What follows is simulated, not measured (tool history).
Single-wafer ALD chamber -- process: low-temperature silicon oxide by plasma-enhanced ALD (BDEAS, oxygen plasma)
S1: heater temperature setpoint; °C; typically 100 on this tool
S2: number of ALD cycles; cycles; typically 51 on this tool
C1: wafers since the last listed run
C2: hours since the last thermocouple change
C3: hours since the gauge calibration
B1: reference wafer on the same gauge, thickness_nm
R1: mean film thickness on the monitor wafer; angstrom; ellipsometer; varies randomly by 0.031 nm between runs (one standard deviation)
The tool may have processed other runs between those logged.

Run 1, hour 0.0: usual settings; C1 0; C2 150.6; C3 1155.0; B1 7.868. Result: R1 70.12 angstrom.
Run 2, hour 43.4: usual settings; C1 205; C2 194.0; C3 1198.4; B1 7.868. Result: R1 70.72 angstrom.
Run 3, hour 134.6: usual settings; C1 431; C2 285.2; C3 1289.6; B1 7.870. Result: R1 70.57 angstrom.
Run 4, hour 177.1: usual settings but S2 58 cycles; C1 201; C2 327.7; C3 1332.1; B1 7.867. Result: R1 80.34 angstrom.
Run 5, hour 230.9: usual settings but S2 58 cycles; C1 254; C2 381.5; C3 1385.9; B1 7.869. Result: R1 79.90 angstrom.
Run 6, hour 319.7: usual settings; C1 420; C2 470.3; C3 1474.7; B1 7.871. Result: R1 70.84 angstrom.
Run 7, hour 376.3: usual settings; C1 268; C2 526.9; C3 1531.3; B1 7.874. Result: R1 70.95 angstrom.
Run 8, hour 433.0: usual settings; C1 268; C2 583.6; C3 1588.0; B1 7.875. Result: R1 71.53 angstrom.
Run 9, hour 499.3: usual settings; C1 313; C2 649.9; C3 1654.3; B1 7.868. Result: R1 71.04 angstrom.
Run 10, hour 573.7: usual settings; C1 352; C2 724.3; C3 1728.7; B1 7.871. Result: R1 71.11 angstrom.
Run 11, hour 701.9: usual settings; C1 607; C2 852.5; C3 1856.9; B1 7.871. Result: R1 71.50 angstrom.
At hour 828.7: thermocouple changed; heater temperature recalibrated.
Run 12, hour 1001.5: usual settings; C1 1380; C2 172.8; C3 2156.5; B1 7.868. Result: R1 70.69 angstrom.
At hour 1088.7: gauge calibrated.
Run 13, hour 1095.0: usual settings but S1 106 °C; C1 442; C2 266.3; C3 6.3; B1 7.873. Result: R1 69.88 angstrom.
Run 14, hour 1134.7: usual settings but S1 90 °C, S2 42 cycles; C1 187; C2 306.0; C3 46.0; B1 7.864. Result: R1 60.25 angstrom.
Run 15, hour 1222.5: usual settings; C1 415; C2 393.8; C3 133.8; B1 7.871. Result: R1 70.37 angstrom.
Run 16, hour 1275.9: usual settings but S1 90 °C, S2 59 cycles; C1 252; C2 447.2; C3 187.2; B1 7.867. Result: R1 85.30 angstrom.
Run 17, hour 1312.0: usual settings but S1 86 °C, S2 41 cycles; C1 170; C2 483.3; C3 223.3; B1 7.868. Result: R1 59.65 angstrom.
Run 18, hour 1358.0: usual settings but S1 91 °C, S2 42 cycles; C1 217; C2 529.3; C3 269.3; B1 7.869. Result: R1 60.48 angstrom.
Run 19, hour 1409.5: usual settings; C1 243; C2 580.8; C3 320.8; B1 7.869. Result: R1 70.88 angstrom.
Run 20, hour 1484.9: usual settings but S1 86 °C, S2 55 cycles; C1 357; C2 656.2; C3 396.2; B1 7.873. Result: R1 81.17 angstrom.
Run 21, hour 1572.8: usual settings but S1 96 °C; C1 416; C2 744.1; C3 484.1; B1 7.864. Result: R1 72.64 angstrom.
Run 22, hour 1623.0: usual settings but S1 115 °C, S2 54 cycles; C1 237; C2 794.3; C3 534.3; B1 7.860. Result: R1 72.42 angstrom.
Run 23, hour 1726.9: usual settings; C1 492; C2 898.2; C3 638.2; B1 7.876. Result: R1 71.48 angstrom.
Run 24, hour 1816.3: usual settings but S2 45 cycles; C1 423; C2 987.6; C3 727.6; B1 7.873. Result: R1 62.86 angstrom.
Run 25, hour 1855.3: usual settings; C1 184; C2 1026.6; C3 766.6; B1 7.881. Result: R1 71.12 angstrom.

The tool's hidden state at each run:
gauge reads high (%): 0 on each run
H1: wafer temperature above the value expected at the setpoint (K)
run      H1
  1   -0.55
  2  -0.618
  3  -0.816
  4  -0.934
  5   -1.11
  6   -1.45
  7   -1.71
  8   -1.99
  9   -2.36
 10   -2.83
 11   -3.74
 12  -0.557
 13  -0.744
 14  -0.847
 15   -1.13
 16   -1.33
 17   -1.48
 18   -1.69
 19   -1.95
 20   -2.37
 21   -2.93
 22   -3.28
 23   -4.08
 24   -4.84
 25    -5.2
